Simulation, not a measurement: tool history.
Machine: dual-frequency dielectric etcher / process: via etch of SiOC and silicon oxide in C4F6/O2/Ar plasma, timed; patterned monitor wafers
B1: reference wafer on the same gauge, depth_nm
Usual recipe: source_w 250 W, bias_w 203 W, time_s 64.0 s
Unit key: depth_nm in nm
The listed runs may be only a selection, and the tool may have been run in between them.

run 1 hour=0.0 | source_w=250 bias_w=203 time_s=64.0 | B1=61.1 | depth_nm=66.6
run 2 hour=25.6 | source_w=250 bias_w=203 time_s=64.0 | B1=61.0 | depth_nm=66.5
run 3 hour=44.9 | source_w=250 bias_w=203 time_s=64.0 | B1=61.1 | depth_nm=66.1
run 4 hour=59.3 | source_w=250 bias_w=203 time_s=64.0 | B1=61.1 | depth_nm=66.0
run 5 hour=87.0 | source_w=250 bias_w=203 time_s=64.0 | B1=61.1 | depth_nm=66.5
run 6 hour=115.1 | source_w=250 bias_w=203 time_s=64.0 | B1=61.1 | depth_nm=66.6
-- hour=140.1 gauge calibrated
run 7 hour=142.9 | source_w=280 bias_w=203 time_s=64.0 | B1=61.0 | depth_nm=71.3
run 8 hour=160.0 | source_w=250 bias_w=203 time_s=70.0 | B1=61.1 | depth_nm=72.6
run 9 hour=188.1 | source_w=250 bias_w=203 time_s=64.0 | B1=61.1 | depth_nm=65.7
run 10 hour=201.1 | source_w=250 bias_w=203 time_s=64.0 | B1=61.1 | depth_nm=66.2
run 11 hour=231.0 | source_w=200 bias_w=168 time_s=72.5 | B1=61.1 | depth_nm=57.7
run 12 hour=244.9 | source_w=310 bias_w=174 time_s=69.5 | B1=61.1 | depth_nm=74.7
run 13 hour=276.4 | source_w=190 bias_w=203 time_s=51.0 | B1=61.1 | depth_nm=44.0
-- hour=323.3 wet clean of the chamber
-- hour=371.3 bias power generator calibrated
run 14 hour=371.8 | source_w=290 bias_w=223 time_s=79.5 | B1=61.1 | depth_nm=94.4
run 15 hour=380.3 | source_w=250 bias_w=203 time_s=64.0 | B1=61.1 | depth_nm=66.0
run 16 hour=394.5 | source_w=250 bias_w=203 time_s=64.0 | B1=61.1 | depth_nm=66.0
-- hour=411.7 source power generator calibrated
-- hour=430.4 upper electrode replaced
run 17 hour=430.9 | source_w=310 bias_w=172 time_s=52.5 | B1=61.1 | depth_nm=56.5
run 18 hour=431.2 | source_w=210 bias_w=185 time_s=45.5 | B1=61.1 | depth_nm=39.8
run 19 hour=445.7 | source_w=250 bias_w=203 time_s=64.0 | B1=61.1 | depth_nm=66.2
run 20 hour=472.9 | source_w=190 bias_w=166 time_s=47.0 | B1=61.1 | depth_nm=35.9
run 21 hour=502.1 | source_w=290 bias_w=246 time_s=82.5 | B1=61.1 | depth_nm=103.0
run 22 hour=520.6 | source_w=250 bias_w=203 time_s=64.0 | B1=61.0 | depth_nm=66.2
run 23 hour=544.3 | source_w=210 bias_w=231 time_s=55.0 | B1=61.1 | depth_nm=54.4
run 24 hour=585.7 | source_w=270 bias_w=164 time_s=45.5 | B1=61.1 | depth_nm=43.6
run 25 hour=607.8 | source_w=250 bias_w=203 time_s=64.0 | B1=61.1 | depth_nm=66.4
run 26 hour=639.4 | source_w=250 bias_w=203 time_s=64.0 | B1=61.2 | depth_nm=66.6
run 27 hour=665.9 | source_w=250 bias_w=203 time_s=64.0 | B1=61.1 | depth_nm=65.8
run 28 hour=682.6 | source_w=250 bias_w=203 time_s=54.0 | B1=61.1 | depth_nm=55.6
run 29 hour=718.1 | source_w=290 bias_w=203 time_s=80.0 | B1=61.1 | depth_nm=90.3

Each row is a separate what-if for the run after 29, all from the same tool condition, not one after another. Results?
run A hour=718.5 | source_w=250 bias_w=203 time_s=64.0 | B1=? | depth_nm=?
run B hour=718.5 | source_w=210 bias_w=203 time_s=64.0 | B1=? | depth_nm=?
run C hour=718.5 | source_w=250 bias_w=203 time_s=57.5 | B1=? | depth_nm=?
run D hour=718.5 | source_w=230 bias_w=203 time_s=46.0 | B1=? | depth_nm=?
run E hour=718.5 | source_w=270 bias_w=203 time_s=64.0 | B1=? | depth_nm=?

run=A B1=61.1 depth_nm=66.2
run=B B1=61.1 depth_nm=59.2
run=C B1=61.1 depth_nm=59.5
run=D B1=61.1 depth_nm=45.2
run=E B1=61.1 depth_nm=69.4
What these runs would have given with no unlogged condition in the tool:
run=A depth_nm=66.2
run=B depth_nm=59.2
run=C depth_nm=59.5
run=D depth_nm=45.2
run=E depth_nm=69.4

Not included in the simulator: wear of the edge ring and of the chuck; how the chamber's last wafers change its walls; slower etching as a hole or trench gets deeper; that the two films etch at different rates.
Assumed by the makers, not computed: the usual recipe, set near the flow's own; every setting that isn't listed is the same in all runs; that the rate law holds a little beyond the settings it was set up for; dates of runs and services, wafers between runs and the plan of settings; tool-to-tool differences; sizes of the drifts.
